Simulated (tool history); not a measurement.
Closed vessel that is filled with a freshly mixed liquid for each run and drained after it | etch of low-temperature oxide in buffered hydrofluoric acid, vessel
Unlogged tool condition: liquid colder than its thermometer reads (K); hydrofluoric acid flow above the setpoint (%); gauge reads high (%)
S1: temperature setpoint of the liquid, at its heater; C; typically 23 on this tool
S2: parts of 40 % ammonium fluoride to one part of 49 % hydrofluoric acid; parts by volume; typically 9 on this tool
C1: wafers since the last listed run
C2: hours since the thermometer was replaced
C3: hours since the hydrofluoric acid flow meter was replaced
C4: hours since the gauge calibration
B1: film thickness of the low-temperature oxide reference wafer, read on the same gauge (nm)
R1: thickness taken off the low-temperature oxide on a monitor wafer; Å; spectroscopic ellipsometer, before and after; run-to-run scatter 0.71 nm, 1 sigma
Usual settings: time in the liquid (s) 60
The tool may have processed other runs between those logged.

run 1 hour=0 | S1=23 S2=9 time_in_the_liquid_(s)=60 | C1=0 C2=1824 C3=713.8 C4=558.2 | B1=70 | R1=1351
run 2 hour=41 | S1=23 S2=9 time_in_the_liquid_(s)=60 | C1=4865 C2=1865 C3=754.8 C4=599.2 | B1=69.98 | R1=1354.7
run 3 hour=83.8 | S1=23 S2=9 time_in_the_liquid_(s)=60 | C1=5079 C2=1907.8 C3=797.6 C4=642 | B1=69.97 | R1=1343.4
run 4 hour=134.1 | S1=23 S2=7.5 time_in_the_liquid_(s)=60 | C1=5969 C2=1958.1 C3=847.9 C4=692.3 | B1=69.98 | R1=1621.5
run 5 hour=201.7 | S1=23 S2=7.5 time_in_the_liquid_(s)=60 | C1=8022 C2=2025.7 C3=915.5 C4=759.9 | B1=69.99 | R1=1637.3
run 6 hour=257.4 | S1=23 S2=9 time_in_the_liquid_(s)=60 | C1=6610 C2=2081.4 C3=971.2 C4=815.6 | B1=69.99 | R1=1349.7
run 7 hour=285.2 | S1=23 S2=9 time_in_the_liquid_(s)=60 | C1=3299 C2=2109.2 C3=999 C4=843.4 | B1=69.98 | R1=1351
run 8 hour=346.6 | S1=23 S2=9 time_in_the_liquid_(s)=60 | C1=7286 C2=2170.6 C3=1060.4 C4=904.8 | B1=70.02 | R1=1365.1
run 9 hour=401.5 | S1=23 S2=11.5 time_in_the_liquid_(s)=60 | C1=6515 C2=2225.5 C3=1115.3 C4=959.7 | B1=70.01 | R1=1107.9
run 10 hour=468.2 | S1=23 S2=11.5 time_in_the_liquid_(s)=60 | C1=7915 C2=2292.2 C3=1182 C4=1026.4 | B1=70.04 | R1=1117.5
-- hour=486.4 thermometer replaced
run 11 hour=501.3 | S1=23 S2=9 time_in_the_liquid_(s)=60 | C1=3809 C2=14.9 C3=1215.1 C4=1059.5 | B1=70 | R1=1375.3
-- hour=519.1 gauge calibrated
run 12 hour=530.1 | S1=19 S2=6.5 time_in_the_liquid_(s)=70 | C1=3417 C2=43.7 C3=1243.9 C4=11 | B1=69.99 | R1=1777.1
run 13 hour=597.9 | S1=23 S2=9 time_in_the_liquid_(s)=60 | C1=8045 C2=111.5 C3=1311.7 C4=78.8 | B1=70.01 | R1=1380.4
run 14 hour=629.1 | S1=19 S2=9 time_in_the_liquid_(s)=85 | C1=3702 C2=142.7 C3=1342.9 C4=110 | B1=69.98 | R1=1559.4
-- hour=641.5 hydrofluoric acid flow meter replaced
run 15 hour=656 | S1=23 S2=5.5 time_in_the_liquid_(s)=90 | C1=3073 C2=169.6 C3=14.5 C4=136.9 | B1=70 | R1=3129.2
run 16 hour=702.5 | S1=23 S2=9 time_in_the_liquid_(s)=45 | C1=5518 C2=216.1 C3=61 C4=183.4 | B1=70 | R1=964.3
run 17 hour=883.5 | S1=23 S2=9 time_in_the_liquid_(s)=60 | C1=21479 C2=397.1 C3=242 C4=364.4 | B1=70 | R1=1319.4
run 18 hour=907.7 | S1=21.5 S2=9 time_in_the_liquid_(s)=60 | C1=2871 C2=421.3 C3=266.2 C4=388.6 | B1=69.98 | R1=1210.7
run 19 hour=973.2 | S1=23 S2=6.5 time_in_the_liquid_(s)=35 | C1=7773 C2=486.8 C3=331.7 C4=454.1 | B1=70 | R1=1067.3
run 20 hour=999.8 | S1=21.5 S2=9 time_in_the_liquid_(s)=50 | C1=3156 C2=513.4 C3=358.3 C4=480.7 | B1=69.99 | R1=1015.3
run 21 hour=1055.9 | S1=23 S2=10 time_in_the_liquid_(s)=60 | C1=6657 C2=569.5 C3=414.4 C4=536.8 | B1=69.99 | R1=1226.9

Run 22 has not been measured yet. What should we expect?
run 22 hour=1120.9 | S1=18.5 S2=6 time_in_the_liquid_(s)=40 | C1=7713 C2=634.5 C3=479.4 C4=601.8 | B1=? | R1=?

Run 22 produced B1 69.99, R1 1018.6 Å.
Take away the tool's hidden state, keep the run-to-run variation as it was, and the same run would have given R1 996.7 Å.
